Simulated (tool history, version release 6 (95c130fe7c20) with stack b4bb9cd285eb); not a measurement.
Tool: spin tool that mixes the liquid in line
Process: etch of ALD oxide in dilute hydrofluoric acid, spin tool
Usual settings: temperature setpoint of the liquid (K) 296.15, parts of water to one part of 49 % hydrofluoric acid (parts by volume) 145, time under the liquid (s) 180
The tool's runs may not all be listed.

| run | hour | temperature setpoint of the liquid (K) | parts of water to one part of 49 % hydrofluoric acid (parts by volume) | time under the liquid (s) | read-back film thickness of the ALD oxide reference wafer, read on the same gauge (nm) | thickness taken off the ALD oxide on a monitor wafer (Å) |
|---|---|---|---|---|---|---|
| 1 | 0.0 | 296.15 | 145 | 180 | 140.00 | 120.6 |
| 2 | 47.7 | 296.15 | 145 | 180 | 140.00 | 117.1 |
| 3 | 116.2 | 296.15 | 145 | 180 | 140.01 | 115.9 |
|  | 133.5 | hydrofluoric acid flow meter replaced |
| 4 | 159.5 | 296.15 | 145 | 215 | 140.00 | 150.6 |
| 5 | 260.4 | 296.15 | 145 | 215 | 140.00 | 151.0 |
| 6 | 330.4 | 296.15 | 145 | 265 | 140.02 | 184.1 |
| 7 | 386.3 | 296.15 | 145 | 265 | 139.99 | 184.2 |
| 8 | 464.6 | 296.15 | 145 | 265 | 140.00 | 185.9 |
| 9 | 501.9 | 296.15 | 145 | 180 | 140.01 | 122.7 |
| 10 | 579.9 | 296.15 | 145 | 180 | 140.02 | 121.3 |
| 11 | 616.6 | 296.15 | 165 | 215 | 140.01 | 121.5 |
|  | 645.2 | hydrofluoric acid flow meter replaced |
| 12 | 685.6 | 296.15 | 165 | 215 | 140.02 | 134.6 |
| 13 | 741.1 | 296.15 | 145 | 180 | 140.01 | 126.7 |
| 14 | 795.5 | 296.15 | 145 | 180 | 140.01 | 128.7 |
| 15 | 863.6 | 299.15 | 200 | 180 | 140.00 | 96.8 |
| 16 | 919.5 | 296.15 | 145 | 180 | 140.01 | 128.1 |
| 17 | 982.4 | 298.15 | 100 | 290 | 140.01 | 338.8 |
| 18 | 1054.4 | 293.15 | 145 | 180 | 140.00 | 113.1 |
| 19 | 1103.7 | 296.15 | 145 | 180 | 140.00 | 125.8 |
|  | 1126.6 | hydrofluoric acid flow meter replaced |
| 20 | 1160.4 | 293.65 | 180 | 240 | 139.99 | 126.2 |
| 21 | 1226.5 | 294.65 | 125 | 140 | 139.99 | 114.2 |
|  | 1518.1 | hydrofluoric acid flow meter replaced |
| 22 | 1518.6 | 296.15 | 145 | 180 | 140.01 | 137.8 |
|  | 1520.0 | thermometer replaced |
|  | 1568.9 | gauge calibrated |
| 23 | 1599.4 | 294.15 | 110 | 180 | 140.01 | 161.8 |
| 24 | 1681.9 | 296.15 | 170 | 180 | 140.00 | 103.0 |
| 25 | 1748.6 | 296.15 | 145 | 180 | 140.00 | 122.8 |
| 26 | 1803.0 | 300.15 | 95 | 240 | 140.00 | 307.5 |
| 27 | 1889.5 | 300.65 | 165 | 145 | 140.00 | 98.3 |
| 28 | 1965.4 | 298.65 | 200 | 115 | 140.01 | 56.5 |

The tool's hidden state at each run:
gauge reads high (%): 0 in every run
H1: liquid hotter than its thermometer reads (K)
H2: hydrofluoric acid flow below the setpoint (%)
| run | H1 | H2 |
|---|---|---|
| 1 | 0.294 | 5.14 |
| 2 | 0.362 | 5.77 |
| 3 | 0.458 | 6.68 |
| 4 | 0.52 | 0.405 |
| 5 | 0.662 | 1.74 |
| 6 | 0.761 | 2.66 |
| 7 | 0.84 | 3.39 |
| 8 | 0.95 | 4.43 |
| 9 | 1 | 4.92 |
| 10 | 1.11 | 5.95 |
| 11 | 1.16 | 6.43 |
| 12 | 1.26 | 0.916 |
| 13 | 1.34 | 1.65 |
| 14 | 1.42 | 2.36 |
| 15 | 1.51 | 3.26 |
| 16 | 1.59 | 4 |
| 17 | 1.68 | 4.83 |
| 18 | 1.78 | 5.78 |
| 19 | 1.85 | 6.43 |
| 20 | 1.93 | 1.52 |
| 21 | 2.02 | 2.39 |
| 22 | 2.44 | 0.253 |
| 23 | 0.266 | 1.32 |
| 24 | 0.383 | 2.4 |
| 25 | 0.477 | 3.28 |
| 26 | 0.554 | 4 |
| 27 | 0.676 | 5.14 |
| 28 | 0.783 | 6.14 |
